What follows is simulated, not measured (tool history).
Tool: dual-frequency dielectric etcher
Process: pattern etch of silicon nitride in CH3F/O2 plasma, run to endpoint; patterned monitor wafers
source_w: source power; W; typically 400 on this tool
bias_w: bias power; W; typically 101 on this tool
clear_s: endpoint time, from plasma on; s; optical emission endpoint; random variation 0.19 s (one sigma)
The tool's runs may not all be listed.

run	day	source_w	bias_w	wafers since the last listed run	hours since the last wet clean	hours since the last source power generator calibration	hours since the last bias power generator calibration	hours since the last upper electrode change	incoming incoming film thickness, nm	clear_s
1	0.000	400	101	0	405.1	4937.7	3630.4	2134.9	61.6	64.8
2	0.671	400	101	107	421.2	4953.8	3646.5	2151.0	60.8	64.2
3	1.304	320	101	101	436.4	4969.0	3661.7	2166.2	60.4	68.9
4	1.588	320	101	45	443.2	4975.8	3668.5	2173.0	61.5	69.9
# day 2.046: bias power generator calibrated
# day 2.904: wet clean of the chamber
5	2.925	400	101	50	0.5	5007.9	21.1	2205.1	61.0	62.1
6	2.942	400	101	2	0.9	5008.3	21.5	2205.5	61.5	62.5
7	2.954	400	101	2	1.2	5008.6	21.8	2205.8	60.9	62.4
8	3.121	400	101	26	5.2	5012.6	25.8	2209.8	61.9	63.3
9	3.412	440	117	46	12.2	5019.6	32.8	2216.8	61.3	57.3
# day 4.050: source power generator calibrated
# day 4.850: upper electrode replaced
10	4.871	400	101	79	47.2	19.7	67.8	0.5	61.9	63.4
11	4.888	330	94	2	47.6	20.1	68.2	0.9	62.1	69.7
12	4.900	310	118	2	47.9	20.4	68.5	1.2	61.8	64.9
13	5.475	350	94	92	61.7	34.2	82.3	15.0	61.2	67.6
14	5.862	480	121	62	71.0	43.5	91.6	24.3	61.5	56.0
15	6.292	340	116	69	81.3	53.8	101.9	34.6	61.7	63.5

Results for each run, recomputed without the tool's hidden state and with each run's random variation untouched:
What the log doesn't record here: etch rate over this chamber's usual, %; source power that arrives over what is set, %; bias power that arrives over what is set, %.
run	clear_s
1	62.8
2	62.1
3	66.5
4	67.4
5	62.0
6	62.3
7	62.2
8	63.2
9	57.0
10	62.9
11	69.2
12	64.4
13	66.9
14	55.4
15	62.7
